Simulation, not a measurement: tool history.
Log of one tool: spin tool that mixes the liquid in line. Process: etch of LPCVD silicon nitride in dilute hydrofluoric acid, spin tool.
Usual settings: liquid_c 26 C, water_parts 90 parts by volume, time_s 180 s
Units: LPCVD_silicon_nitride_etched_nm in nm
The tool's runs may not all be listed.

run   hour  liquid_c  water_parts  time_s  read-back film thickness of the LPCVD silicon nitride reference wafer, read on the same gauge (nm)  LPCVD_silicon_nitride_etched_nm
  1      0        26          100     180                                                                                             120.053                            0.922
  2   19.6        26          100     180                                                                                             120.027                            0.916
  3   84.2        26           90     180                                                                                             120.012                            1.018
  4    113        26           90     180                                                                                             120.021                            1.017
  5  143.3        26           90     180                                                                                             120.006                            1.046
  6  168.4        28           90     180                                                                                             119.984                            1.167
  7  201.6        28           90     180                                                                                              119.94                            1.166
  8  215.3      29.5           60     180                                                                                             119.998                            1.938
  9  241.1      29.5           60     180                                                                                             120.002                             1.95
 10  342.2        26           55     180                                                                                             120.013                            1.679
 11  363.1        22           90     180                                                                                             120.024                            0.774
 12  385.6        26           90     180                                                                                             119.994                            1.028
 13  421.4        29           90     180                                                                                             119.947                            1.267
 14  453.4      21.5           45     145                                                                                             119.997                            1.187
 15  475.9        26           90     180                                                                                             120.004                            1.034
 16  511.6      24.5           90      90                                                                                             119.969                            0.459
 17    535        28          120     100                                                                                              120.01                            0.474
 18  563.6      21.5          125     125                                                                                             120.027                            0.382
 19  575.7        26           90     280                                                                                              119.98                            1.609
 20  593.6        26          105      95                                                                                             119.977                            0.465
 21  624.7        26           90      85                                                                                             120.005                            0.494

Not shown: 3 entries that the log had between the listed runs. Between which runs, and how does the tool's hidden state differ before and after?
Between runs 7 and 8: hydrofluoric acid flow meter replaced (hour 206.9)
  no hidden state differs between the two runs
Between runs 9 and 10: gauge calibrated (hour 331.5)
  no hidden state differs between the two runs
Between runs 13 and 14: thermometer replaced (hour 441)
  no hidden state differs between the two runs
